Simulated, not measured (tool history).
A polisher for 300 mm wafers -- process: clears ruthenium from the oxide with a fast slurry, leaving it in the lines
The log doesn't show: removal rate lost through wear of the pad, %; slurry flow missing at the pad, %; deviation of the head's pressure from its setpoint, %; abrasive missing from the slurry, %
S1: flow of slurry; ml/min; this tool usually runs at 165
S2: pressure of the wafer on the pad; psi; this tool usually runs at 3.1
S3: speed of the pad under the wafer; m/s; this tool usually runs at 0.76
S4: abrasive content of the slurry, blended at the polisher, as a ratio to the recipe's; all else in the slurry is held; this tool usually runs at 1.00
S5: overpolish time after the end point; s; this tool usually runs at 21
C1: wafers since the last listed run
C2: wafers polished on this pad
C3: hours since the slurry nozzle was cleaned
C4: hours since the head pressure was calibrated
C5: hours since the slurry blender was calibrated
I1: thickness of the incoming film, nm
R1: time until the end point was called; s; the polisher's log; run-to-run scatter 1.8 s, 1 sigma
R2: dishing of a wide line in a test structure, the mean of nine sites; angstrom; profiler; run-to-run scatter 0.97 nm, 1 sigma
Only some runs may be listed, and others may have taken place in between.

| run | day | S1 | S2 | S3 | S4 | S5 | C1 | C2 | C3 | C4 | C5 | I1 | R1 | R2 |
|---|---|---|---|---|---|---|---|---|---|---|---|---|---|---|
| 1 | 0.000 | 165 | 3.1 | 0.76 | 1.10 | 21 | 0 | 750 | 331.3 | 1217.6 | 32.8 | 307.9 | 130.2 | 430 |
| 2 | 0.379 | 165 | 3.1 | 0.76 | 1.10 | 21 | 87 | 838 | 340.4 | 1226.7 | 41.9 | 306.2 | 129.4 | 424 |
|  | 0.671 | worn pad replaced by a new one |
| 3 | 0.912 | 165 | 3.1 | 0.76 | 1.00 | 21 | 84 | 56 | 353.2 | 1239.5 | 54.7 | 308.2 | 137.6 | 407 |
| 4 | 1.354 | 165 | 3.1 | 0.76 | 1.00 | 21 | 102 | 158 | 363.8 | 1250.1 | 65.3 | 312.5 | 143.7 | 396 |
| 5 | 2.142 | 135 | 3.1 | 0.76 | 1.00 | 21 | 182 | 341 | 382.7 | 1269.0 | 84.2 | 312.0 | 149.9 | 394 |
| 6 | 2.533 | 135 | 3.1 | 0.76 | 1.00 | 21 | 90 | 431 | 392.1 | 1278.4 | 93.6 | 314.9 | 151.7 | 383 |
|  | 3.138 | head pressure recalibrated |
|  | 3.233 | slurry blender recalibrated, repeated, since the last time left the tool worse |
| 7 | 3.254 | 135 | 3.1 | 0.76 | 1.00 | 21 | 128 | 560 | 409.4 | 2.8 | 0.5 | 309.6 | 117.2 | 470 |
| 8 | 3.879 | 135 | 2.2 | 0.58 | 1.10 | 21 | 144 | 705 | 424.4 | 17.8 | 15.5 | 308.2 | 179.7 | 338 |
| 9 | 4.217 | 165 | 3.1 | 0.76 | 1.00 | 21 | 78 | 783 | 432.5 | 25.9 | 23.6 | 312.5 | 118.0 | 474 |
| 10 | 4.775 | 165 | 3.5 | 0.88 | 1.00 | 21 | 129 | 912 | 445.9 | 39.3 | 37.0 | 315.9 | 96.4 | 568 |
| 11 | 5.104 | 165 | 3.8 | 0.76 | 1.00 | 11 | 76 | 989 | 453.8 | 47.2 | 44.9 | 311.6 | 100.6 | 313 |
|  | 5.592 | worn pad replaced by a new one |
| 12 | 5.783 | 165 | 3.1 | 0.98 | 1.00 | 29 | 118 | 44 | 470.1 | 63.5 | 61.2 | 313.0 | 97.1 | 725 |
| 13 | 6.412 | 165 | 2.4 | 0.98 | 1.00 | 21 | 145 | 189 | 485.2 | 78.6 | 76.3 | 309.1 | 119.2 | 478 |
|  | 6.583 | slurry nozzle cleaned |
| 14 | 7.112 | 165 | 3.1 | 0.76 | 1.00 | 21 | 152 | 342 | 12.7 | 95.4 | 93.1 | 310.9 | 119.0 | 470 |
| 15 | 7.808 | 165 | 2.2 | 0.54 | 1.20 | 21 | 161 | 503 | 29.4 | 112.1 | 109.8 | 309.6 | 175.7 | 327 |
| 16 | 8.254 | 110 | 3.1 | 0.64 | 1.10 | 21 | 103 | 606 | 40.1 | 122.8 | 120.5 | 315.0 | 141.6 | 410 |
| 17 | 8.542 | 165 | 3.1 | 0.76 | 1.00 | 21 | 66 | 673 | 47.0 | 129.7 | 127.4 | 304.3 | 118.7 | 473 |
| 18 | 9.233 | 165 | 3.1 | 0.76 | 1.00 | 21 | 160 | 833 | 63.6 | 146.3 | 144.0 | 308.6 | 122.8 | 458 |
| 19 | 9.846 | 165 | 3.1 | 0.76 | 1.30 | 21 | 141 | 975 | 78.3 | 161.0 | 158.7 | 313.6 | 104.4 | 517 |
| 20 | 10.575 | 165 | 3.6 | 0.96 | 1.00 | 21 | 168 | 1144 | 95.8 | 178.5 | 176.2 | 310.9 | 92.5 | 585 |
|  | 10.838 | worn pad replaced by a new one |
| 21 | 11.062 | 165 | 3.1 | 0.76 | 1.00 | 21 | 74 | 52 | 107.5 | 190.2 | 187.9 | 314.9 | 123.6 | 465 |
| 22 | 11.417 | 165 | 3.9 | 0.76 | 1.00 | 17 | 82 | 134 | 116.0 | 198.7 | 196.4 | 309.9 | 103.1 | 448 |
| 23 | 12.192 | 165 | 3.1 | 0.76 | 1.00 | 21 | 179 | 313 | 134.6 | 217.3 | 215.0 | 313.3 | 128.1 | 454 |
| 24 | 12.617 | 165 | 2.2 | 0.76 | 1.30 | 21 | 98 | 412 | 144.8 | 227.5 | 225.2 | 306.9 | 136.8 | 425 |
| 25 | 12.962 | 115 | 2.8 | 0.54 | 1.20 | 21 | 80 | 492 | 153.1 | 235.8 | 233.5 | 307.6 | 165.7 | 339 |
| 26 | 13.596 | 165 | 3.1 | 0.76 | 1.00 | 21 | 146 | 639 | 168.3 | 251.0 | 248.7 | 307.7 | 123.8 | 452 |
|  | 13.704 | slurry blender recalibrated |
| 27 | 14.046 | 165 | 3.1 | 0.76 | 1.00 | 21 | 84 | 724 | 179.1 | 261.8 | 8.2 | 311.8 | 112.8 | 459 |

5 options for the next run, each taken on its own from the tool as it stands now. Forecast them:
| A | 14.067 | 165 | 3.1 | 0.76 | 1.00 | 25 | 4 | 728 | 179.6 | 262.3 | 8.7 | 310.4 | ? | ? |
| B | 14.067 | 125 | 2.1 | 0.52 | 0.85 | 21 | 4 | 728 | 179.6 | 262.3 | 8.7 | 310.4 | ? | ? |
| C | 14.067 | 120 | 2.1 | 0.76 | 1.00 | 21 | 4 | 728 | 179.6 | 262.3 | 8.7 | 310.4 | ? | ? |
| D | 14.067 | 195 | 3.1 | 0.76 | 1.00 | 17 | 4 | 728 | 179.6 | 262.3 | 8.7 | 310.4 | ? | ? |
| E | 14.067 | 120 | 3.1 | 0.76 | 1.00 | 29 | 4 | 728 | 179.6 | 262.3 | 8.7 | 310.4 | ? | ? |

| run | R1 | R2 |
|---|---|---|
| A | 113.7 | 552 |
| B | 227.7 | 259 |
| C | 160.9 | 354 |
| D | 110.7 | 408 |
| E | 121.5 | 589 |
Stripped of hidden state, with their random variation kept, the same runs would have yielded:
| run | R1 | R2 |
|---|---|---|
| A | 112.7 | 556 |
| B | 225.6 | 261 |
| C | 159.5 | 357 |
| D | 109.8 | 411 |
| E | 120.5 | 593 |
